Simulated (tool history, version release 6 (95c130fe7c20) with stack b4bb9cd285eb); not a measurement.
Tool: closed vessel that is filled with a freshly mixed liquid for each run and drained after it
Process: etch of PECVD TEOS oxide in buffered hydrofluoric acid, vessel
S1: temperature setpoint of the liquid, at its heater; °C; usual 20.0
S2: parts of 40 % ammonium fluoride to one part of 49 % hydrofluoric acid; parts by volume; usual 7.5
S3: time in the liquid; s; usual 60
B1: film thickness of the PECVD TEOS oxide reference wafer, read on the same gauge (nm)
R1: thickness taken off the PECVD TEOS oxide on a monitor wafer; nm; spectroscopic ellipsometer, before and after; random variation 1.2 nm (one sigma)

| run | day | S1 | S2 | S3 | B1 | R1 |
|---|---|---|---|---|---|---|
| 1 | 0.000 | 20.0 | 6.0 | 70 | 99.98 | 297.28 |
| 2 | 1.992 | 20.0 | 9.5 | 45 | 99.97 | 124.45 |
| 3 | 4.917 | 20.0 | 9.5 | 45 | 100.02 | 125.65 |
|  | 7.442 | thermometer replaced |
| 4 | 7.462 | 20.0 | 9.5 | 45 | 100.03 | 120.11 |
| 5 | 9.592 | 20.0 | 7.5 | 60 | 100.02 | 208.09 |
| 6 | 10.838 | 20.0 | 7.5 | 60 | 99.99 | 208.77 |
| 7 | 12.862 | 20.0 | 7.5 | 35 | 100.02 | 122.72 |
| 8 | 14.350 | 20.0 | 7.5 | 35 | 100.00 | 122.04 |
| 9 | 17.179 | 20.0 | 7.5 | 60 | 99.99 | 209.23 |
| 10 | 19.375 | 20.0 | 7.5 | 60 | 100.00 | 209.47 |
| 11 | 21.558 | 20.0 | 7.5 | 60 | 100.02 | 210.64 |
| 12 | 22.754 | 20.0 | 7.5 | 60 | 99.98 | 214.49 |
| 13 | 24.050 | 20.0 | 7.5 | 60 | 100.00 | 216.49 |
| 14 | 26.754 | 20.0 | 7.5 | 60 | 100.03 | 213.63 |
| 15 | 29.404 | 20.0 | 7.5 | 60 | 100.03 | 215.95 |
| 16 | 30.529 | 20.0 | 7.5 | 60 | 100.02 | 218.50 |
| 17 | 32.817 | 22.5 | 5.5 | 90 | 100.01 | 489.72 |
| 18 | 35.358 | 17.0 | 6.5 | 30 | 99.97 | 105.21 |
|  | 36.167 | gauge calibrated |
| 19 | 36.975 | 20.0 | 7.5 | 60 | 100.00 | 218.44 |
|  | 37.054 | hydrofluoric acid flow meter replaced |
| 20 | 39.038 | 17.0 | 10.5 | 50 | 100.03 | 99.82 |
| 21 | 41.804 | 20.0 | 5.0 | 90 | 99.98 | 426.97 |
| 22 | 42.812 | 23.0 | 5.0 | 90 | 100.01 | 503.82 |
| 23 | 44.588 | 24.0 | 10.0 | 60 | 100.01 | 187.38 |
| 24 | 46.217 | 20.0 | 7.5 | 60 | 99.98 | 199.96 |
|  | 47.292 | thermometer replaced |
| 25 | 47.971 | 24.5 | 10.0 | 45 | 100.03 | 140.59 |
| 26 | 50.246 | 20.0 | 7.5 | 60 | 100.02 | 193.13 |
| 27 | 53.096 | 20.0 | 7.5 | 35 | 99.99 | 112.92 |
| 28 | 55.229 | 18.5 | 7.5 | 95 | 100.01 | 281.71 |
| 29 | 57.704 | 24.0 | 7.5 | 35 | 99.97 | 142.97 |
| 30 | 60.596 | 23.5 | 7.5 | 50 | 99.99 | 200.59 |

3 ways to go on from here, each from the tool as it stands after run 30. What would each give?
| A | 60.625 | 24.0 | 7.5 | 60 | ? | ? |
| B | 60.625 | 18.0 | 6.0 | 60 | ? | ? |
| C | 60.625 | 23.0 | 8.5 | 70 | ? | ? |

| run | B1 | R1 |
|---|---|---|
| A | 99.99 | 248.12 |
| B | 99.99 | 217.12 |
| C | 99.99 | 239.43 |
Without the tool's hidden state the same runs would have given:
| run | R1 |
|---|---|
| A | 232.94 |
| B | 205.56 |
| C | 224.70 |
